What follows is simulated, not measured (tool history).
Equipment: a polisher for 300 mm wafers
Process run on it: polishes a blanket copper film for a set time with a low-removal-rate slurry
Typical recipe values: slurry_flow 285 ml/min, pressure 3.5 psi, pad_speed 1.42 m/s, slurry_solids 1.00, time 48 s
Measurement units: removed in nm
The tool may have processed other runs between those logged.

| run | day | slurry_flow | pressure | pad_speed | slurry_solids | time | wafers since the last listed run | wafers polished on this pad | hours since the slurry nozzle was cleaned | hours since the head pressure was calibrated | hours since the slurry blender was calibrated | incoming thickness of the incoming film, nm | removed |
|---|---|---|---|---|---|---|---|---|---|---|---|---|---|
| 1 | 0.000 | 285 | 4.1 | 1.42 | 1.00 | 39 | 0 | 643 | 374.5 | 1099.5 | 309.7 | 1348.6 | 269.8 |
| 2 | 0.721 | 285 | 3.5 | 1.42 | 1.00 | 48 | 139 | 783 | 391.8 | 1116.8 | 327.0 | 1325.7 | 270.4 |
|  | 1.671 | worn pad replaced by a new one |
| 3 | 2.071 | 285 | 3.5 | 1.42 | 1.00 | 48 | 229 | 77 | 424.2 | 1149.2 | 359.4 | 1327.3 | 295.7 |
| 4 | 2.754 | 285 | 3.5 | 1.42 | 1.00 | 48 | 132 | 210 | 440.6 | 1165.6 | 375.8 | 1365.3 | 291.3 |
| 5 | 4.388 | 285 | 3.5 | 1.42 | 1.00 | 59 | 316 | 527 | 479.8 | 1204.8 | 415.0 | 1332.0 | 344.2 |
| 6 | 4.942 | 285 | 3.5 | 1.42 | 1.00 | 59 | 107 | 634 | 493.1 | 1218.1 | 428.3 | 1328.4 | 341.7 |
| 7 | 5.762 | 285 | 3.5 | 1.42 | 1.00 | 39 | 159 | 794 | 512.8 | 1237.8 | 448.0 | 1354.2 | 222.3 |
| 8 | 7.071 | 285 | 3.5 | 1.42 | 1.00 | 39 | 253 | 1048 | 544.2 | 1269.2 | 479.4 | 1316.5 | 220.2 |
|  | 7.475 | worn pad replaced by a new one |
| 9 | 7.979 | 285 | 3.5 | 1.42 | 1.00 | 39 | 143 | 97 | 566.0 | 1291.0 | 501.2 | 1322.9 | 234.7 |
|  | 8.188 | slurry blender recalibrated |
| 10 | 9.225 | 285 | 3.5 | 1.42 | 1.00 | 48 | 225 | 323 | 595.9 | 1320.9 | 24.9 | 1323.1 | 288.0 |
| 11 | 10.004 | 285 | 3.5 | 1.42 | 1.00 | 48 | 151 | 474 | 614.6 | 1339.6 | 43.6 | 1332.9 | 280.0 |
| 12 | 10.588 | 285 | 4.6 | 1.42 | 1.00 | 48 | 113 | 587 | 628.6 | 1353.6 | 57.6 | 1342.4 | 361.9 |
|  | 13.358 | worn pad replaced by a new one |
| 13 | 14.925 | 375 | 3.5 | 1.42 | 1.00 | 48 | 809 | 303 | 732.7 | 1457.7 | 161.7 | 1319.5 | 293.7 |
|  | 15.888 | head pressure recalibrated |
| 14 | 16.233 | 285 | 3.5 | 1.42 | 1.00 | 48 | 237 | 541 | 764.1 | 8.3 | 193.1 | 1353.3 | 278.2 |
| 15 | 17.446 | 285 | 3.5 | 1.42 | 1.00 | 48 | 235 | 776 | 793.2 | 37.4 | 222.2 | 1326.9 | 275.3 |
| 16 | 18.154 | 215 | 4.4 | 1.42 | 1.25 | 43 | 137 | 914 | 810.2 | 54.4 | 239.2 | 1328.5 | 315.6 |
|  | 18.729 | worn pad replaced by a new one |
|  | 19.775 | slurry nozzle cleaned |
| 17 | 22.004 | 285 | 3.5 | 1.42 | 1.00 | 48 | 706 | 627 | 53.5 | 146.8 | 331.6 | 1364.9 | 280.2 |
| 18 | 22.533 | 285 | 3.5 | 1.42 | 1.00 | 48 | 102 | 730 | 66.2 | 159.5 | 344.3 | 1357.5 | 281.8 |
|  | 23.508 | worn pad replaced by a new one |
| 19 | 23.654 | 285 | 3.5 | 1.42 | 1.00 | 42 | 185 | 28 | 93.1 | 186.4 | 371.2 | 1352.9 | 257.6 |
| 20 | 24.567 | 225 | 4.6 | 1.76 | 1.00 | 36 | 177 | 205 | 115.0 | 208.3 | 393.1 | 1343.2 | 341.9 |
|  | 25.467 | slurry blender recalibrated |
| 21 | 25.546 | 285 | 3.5 | 1.72 | 0.85 | 56 | 173 | 379 | 138.5 | 231.8 | 1.9 | 1350.0 | 380.2 |
| 22 | 26.154 | 345 | 4.6 | 1.62 | 1.00 | 48 | 118 | 497 | 153.1 | 246.4 | 16.5 | 1311.6 | 430.1 |
| 23 | 26.779 | 240 | 4.4 | 1.42 | 0.90 | 35 | 121 | 618 | 168.1 | 261.4 | 31.5 | 1337.5 | 243.9 |

5 options for the next run, each taken on its own from the tool as it stands now. Forecast them:
| A | 26.796 | 285 | 4.4 | 1.42 | 1.00 | 48 | 3 | 621 | 168.5 | 261.8 | 31.9 | 1334.0 | ? |
| B | 26.796 | 205 | 3.5 | 1.42 | 1.00 | 48 | 3 | 621 | 168.5 | 261.8 | 31.9 | 1334.0 | ? |
| C | 26.796 | 285 | 3.5 | 1.24 | 1.20 | 55 | 3 | 621 | 168.5 | 261.8 | 31.9 | 1334.0 | ? |
| D | 26.796 | 335 | 4.4 | 1.14 | 1.00 | 48 | 3 | 621 | 168.5 | 261.8 | 31.9 | 1334.0 | ? |
| E | 26.796 | 190 | 3.5 | 1.62 | 1.00 | 43 | 3 | 621 | 168.5 | 261.8 | 31.9 | 1334.0 | ? |

| run | removed |
|---|---|
| A | 346.1 |
| B | 264.2 |
| C | 289.2 |
| D | 282.1 |
| E | 266.8 |
With no hidden state in the tool, these same runs would have given:
| run | removed |
|---|---|
| A | 374.1 |
| B | 285.6 |
| C | 312.6 |
| D | 304.9 |
| E | 288.4 |
